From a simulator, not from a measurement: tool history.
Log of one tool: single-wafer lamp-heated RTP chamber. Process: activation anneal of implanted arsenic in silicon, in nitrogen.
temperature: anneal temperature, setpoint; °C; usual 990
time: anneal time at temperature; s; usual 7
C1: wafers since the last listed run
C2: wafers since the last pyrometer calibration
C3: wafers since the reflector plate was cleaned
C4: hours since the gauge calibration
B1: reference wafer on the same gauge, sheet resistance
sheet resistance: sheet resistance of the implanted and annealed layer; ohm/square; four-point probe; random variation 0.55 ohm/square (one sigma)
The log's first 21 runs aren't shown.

-- day=21.188 pyrometer window cleaned and pyrometer calibrated
run 22 day=21.608 | temperature=981 time=6 | C1=467 C2=206 C3=7078 C4=123.8 | B1=112.93 | sheet_resistance=144.59
run 23 day=22.375 | temperature=990 time=5 | C1=375 C2=582 C3=7454 C4=142.2 | B1=113.05 | sheet_resistance=143.82
run 24 day=23.85 | temperature=969 time=3 | C1=722 C2=1305 C3=8176 C4=177.6 | B1=112.93 | sheet_resistance=155.72
run 25 day=24.738 | temperature=990 time=7 | C1=434 C2=1739 C3=8611 C4=198.9 | B1=112.96 | sheet_resistance=141.02
run 26 day=26.229 | temperature=1012 time=11 | C1=730 C2=2470 C3=9342 C4=234.7 | B1=112.87 | sheet_resistance=123.56
run 27 day=27.112 | temperature=979 time=10 | C1=432 C2=2903 C3=9775 C4=255.9 | B1=113.04 | sheet_resistance=139.1
-- day=28.254 reflector plate cleaned
run 28 day=28.275 | temperature=1003 time=8 | C1=406 C2=3309 C3=9 C4=283.8 | B1=113 | sheet_resistance=131.73
run 29 day=29.208 | temperature=974 time=4 | C1=457 C2=3766 C3=466 C4=306.2 | B1=112.95 | sheet_resistance=150.83
-- day=30.146 pyrometer window cleaned and pyrometer calibrated
run 30 day=30.167 | temperature=1015 time=7 | C1=306 C2=10 C3=772 C4=329.2 | B1=112.96 | sheet_resistance=128.01
run 31 day=31.233 | temperature=1013 time=5 | C1=522 C2=533 C3=1295 C4=354.8 | B1=113.17 | sheet_resistance=134.44
run 32 day=31.804 | temperature=972 time=6 | C1=279 C2=812 C3=1574 C4=368.5 | B1=113 | sheet_resistance=148.41
run 33 day=33.238 | temperature=976 time=10 | C1=702 C2=1514 C3=2276 C4=402.9 | B1=113 | sheet_resistance=140.34
run 34 day=34.212 | temperature=982 time=4 | C1=477 C2=1992 C3=2754 C4=426.3 | B1=112.88 | sheet_resistance=148.53
run 35 day=35.167 | temperature=990 time=7 | C1=467 C2=2460 C3=3222 C4=449.2 | B1=112.94 | sheet_resistance=140.01
run 36 day=36.442 | temperature=960 time=10 | C1=624 C2=3084 C3=3846 C4=479.8 | B1=113.15 | sheet_resistance=147.75
run 37 day=37.796 | temperature=969 time=3 | C1=663 C2=3748 C3=4510 C4=512.3 | B1=113.09 | sheet_resistance=155.82
run 38 day=38.542 | temperature=990 time=4 | C1=365 C2=4113 C3=4875 C4=530.2 | B1=113.2 | sheet_resistance=145.22

Forecast each of these 3 alternatives for the next run:
run A day=38.558 | temperature=990 time=3 | C1=8 C2=4121 C3=4883 C4=530.6 | B1=? | sheet_resistance=?
run B day=38.558 | temperature=1005 time=9 | C1=8 C2=4121 C3=4883 C4=530.6 | B1=? | sheet_resistance=?
run C day=38.558 | temperature=969 time=6 | C1=8 C2=4121 C3=4883 C4=530.6 | B1=? | sheet_resistance=?

run=A B1=112.91 sheet_resistance=147.7
run=B B1=112.91 sheet_resistance=129.35
run=C B1=112.91 sheet_resistance=149.03
Without the tool's hidden state the same runs would have given:
run=A sheet_resistance=147.7
run=B sheet_resistance=129.35
run=C sheet_resistance=149.03
